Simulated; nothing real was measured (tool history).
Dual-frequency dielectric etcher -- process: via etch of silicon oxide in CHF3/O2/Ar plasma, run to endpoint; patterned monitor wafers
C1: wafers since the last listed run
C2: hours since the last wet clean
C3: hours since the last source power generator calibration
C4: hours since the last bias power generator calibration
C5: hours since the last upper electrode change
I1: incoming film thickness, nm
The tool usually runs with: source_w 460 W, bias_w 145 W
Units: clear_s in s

{"run": 1, "hour": 0.0, "source_w": 460, "bias_w": 145, "C1": 0, "C2": 411.9, "C3": 1579.7, "C4": 1052.7, "C5": 3317.9, "I1": 817.1, "clear_s": 505}
{"run": 2, "hour": 20.5, "source_w": 460, "bias_w": 145, "C1": 94, "C2": 432.4, "C3": 1600.2, "C4": 1073.2, "C5": 3338.4, "I1": 829.3, "clear_s": 510.7}
{"run": 3, "hour": 39.9, "source_w": 530, "bias_w": 163, "C1": 89, "C2": 451.8, "C3": 1619.6, "C4": 1092.6, "C5": 3357.8, "I1": 827.9, "clear_s": 454.4}
{"run": 4, "hour": 68.2, "source_w": 530, "bias_w": 163, "C1": 130, "C2": 480.1, "C3": 1647.9, "C4": 1120.9, "C5": 3386.1, "I1": 821.3, "clear_s": 450.4}
{"run": 5, "hour": 91.3, "source_w": 530, "bias_w": 163, "C1": 106, "C2": 503.2, "C3": 1671, "C4": 1144, "C5": 3409.2, "I1": 821.4, "clear_s": 449.3}
{"hour": 116.8, "done": "wet clean of the chamber"}
{"hour": 122.2, "done": "upper electrode replaced"}
{"run": 6, "hour": 122.7, "source_w": 460, "bias_w": 145, "C1": 9, "C2": 5.9, "C3": 1702.4, "C4": 1175.4, "C5": 0.5, "I1": 829.8, "clear_s": 519.6}
{"run": 7, "hour": 143.9, "source_w": 460, "bias_w": 155, "C1": 97, "C2": 27.1, "C3": 1723.6, "C4": 1196.6, "C5": 21.7, "I1": 826.1, "clear_s": 509.6}
{"run": 8, "hour": 168.2, "source_w": 460, "bias_w": 155, "C1": 112, "C2": 51.4, "C3": 1747.9, "C4": 1220.9, "C5": 46, "I1": 822.9, "clear_s": 501.9}
{"run": 9, "hour": 202.0, "source_w": 410, "bias_w": 166, "C1": 155, "C2": 85.2, "C3": 1781.7, "C4": 1254.7, "C5": 79.8, "I1": 828.1, "clear_s": 539.2}
{"run": 10, "hour": 217.5, "source_w": 380, "bias_w": 145, "C1": 71, "C2": 100.7, "C3": 1797.2, "C4": 1270.2, "C5": 95.3, "I1": 835.1, "clear_s": 589.1}
{"run": 11, "hour": 245.1, "source_w": 540, "bias_w": 122, "C1": 127, "C2": 128.3, "C3": 1824.8, "C4": 1297.8, "C5": 122.9, "I1": 835.5, "clear_s": 494.3}
{"hour": 255.2, "done": "source power generator calibrated"}
{"run": 12, "hour": 257.2, "source_w": 460, "bias_w": 145, "C1": 37, "C2": 140.4, "C3": 2, "C4": 1309.9, "C5": 135, "I1": 827.7, "clear_s": 517.8}
{"run": 13, "hour": 279.3, "source_w": 550, "bias_w": 118, "C1": 101, "C2": 162.5, "C3": 24.1, "C4": 1332, "C5": 157.1, "I1": 822.9, "clear_s": 485.4}
{"hour": 287.6, "done": "bias power generator calibrated"}
{"run": 14, "hour": 300.3, "source_w": 460, "bias_w": 145, "C1": 78, "C2": 183.5, "C3": 45.1, "C4": 12.7, "C5": 178.1, "I1": 826, "clear_s": 515.6}
{"run": 15, "hour": 328.4, "source_w": 460, "bias_w": 145, "C1": 129, "C2": 211.6, "C3": 73.2, "C4": 40.8, "C5": 206.2, "I1": 815.2, "clear_s": 506}
{"run": 16, "hour": 351.8, "source_w": 380, "bias_w": 168, "C1": 107, "C2": 235, "C3": 96.6, "C4": 64.2, "C5": 229.6, "I1": 829.4, "clear_s": 559.2}
{"run": 17, "hour": 369.3, "source_w": 460, "bias_w": 164, "C1": 80, "C2": 252.5, "C3": 114.1, "C4": 81.7, "C5": 247.1, "I1": 823.5, "clear_s": 497}

Below are 3 alternative next runs, each starting from the tool's condition after run 17. Predict each:
{"run": "A", "hour": 369.8, "source_w": 460, "bias_w": 145, "C1": 2, "C2": 253, "C3": 114.6, "C4": 82.2, "C5": 247.6, "I1": 828.4, "clear_s": "?"}
{"run": "B", "hour": 369.8, "source_w": 530, "bias_w": 145, "C1": 2, "C2": 253, "C3": 114.6, "C4": 82.2, "C5": 247.6, "I1": 828.4, "clear_s": "?"}
{"run": "C", "hour": 369.8, "source_w": 370, "bias_w": 170, "C1": 2, "C2": 253, "C3": 114.6, "C4": 82.2, "C5": 247.6, "I1": 828.4, "clear_s": "?"}

run=A clear_s=513.6
run=B clear_s=472.2
run=C clear_s=567.7
Take away the tool's hidden state, keep each run's random variation, and the runs would have read:
run=A clear_s=517.9
run=B clear_s=476.1
run=C clear_s=572.5

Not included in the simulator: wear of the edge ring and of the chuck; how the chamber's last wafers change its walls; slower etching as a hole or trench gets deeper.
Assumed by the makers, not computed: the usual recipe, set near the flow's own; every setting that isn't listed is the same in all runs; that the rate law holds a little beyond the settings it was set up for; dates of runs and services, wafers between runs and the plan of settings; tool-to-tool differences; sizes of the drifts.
